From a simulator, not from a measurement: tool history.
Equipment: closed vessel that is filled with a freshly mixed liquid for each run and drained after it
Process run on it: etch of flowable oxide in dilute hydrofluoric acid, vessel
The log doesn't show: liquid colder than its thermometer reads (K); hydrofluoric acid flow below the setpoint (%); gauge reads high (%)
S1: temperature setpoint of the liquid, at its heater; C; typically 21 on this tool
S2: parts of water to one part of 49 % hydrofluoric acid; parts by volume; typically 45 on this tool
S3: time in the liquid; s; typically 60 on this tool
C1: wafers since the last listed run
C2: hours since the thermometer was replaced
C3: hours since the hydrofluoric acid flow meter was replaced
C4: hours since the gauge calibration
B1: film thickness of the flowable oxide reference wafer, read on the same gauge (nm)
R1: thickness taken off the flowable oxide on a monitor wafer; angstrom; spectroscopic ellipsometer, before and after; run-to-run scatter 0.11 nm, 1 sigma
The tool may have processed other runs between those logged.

run	hour	S1	S2	S3	C1	C2	C3	C4	B1	R1
1	0	21	45	70	0	169.3	1247.7	1079.5	79.99	351.7
2	48.7	18.5	45	60	3348	218	1296.4	1128.2	79.99	270.8
3	140.3	18.5	45	60	6297	309.6	1388	1219.8	79.99	269
4	245.4	18.5	45	60	7226	414.7	1493.1	1324.9	80.02	270.7
5	292.5	18.5	55	60	3238	461.8	1540.2	1372	80.02	219
6	351.8	18.5	55	60	4077	521.1	1599.5	1431.3	80.02	218.4
# hour 424.3: thermometer replaced
7	437.2	18.5	55	60	5802	12.9	1684.9	1516.7	79.97	218.5
8	489.4	21	45	60	3589	65.1	1737.1	1568.9	80.04	298.4
9	533.5	21	45	60	3032	109.2	1781.2	1613	80	299.9
10	583	21	45	60	3403	158.7	1830.7	1662.5	80	298.8
11	671.5	21	45	60	6084	247.2	1919.2	1751	79.95	298.4
12	730.7	21	45	60	4070	306.4	1978.4	1810.2	79.99	297.7
13	837	21	45	60	7308	412.7	2084.7	1916.5	80.03	297.4

What will run 14 give?
# hour 925.8: hydrofluoric acid flow meter replaced
14	931.6	24	60	60	6435	507.3	5.8	2011.1	?	?

Run 14 came out at B1 80.01, R1 253.5 angstrom.
Without the tool's hidden state the same run would have given R1 253.7 angstrom.
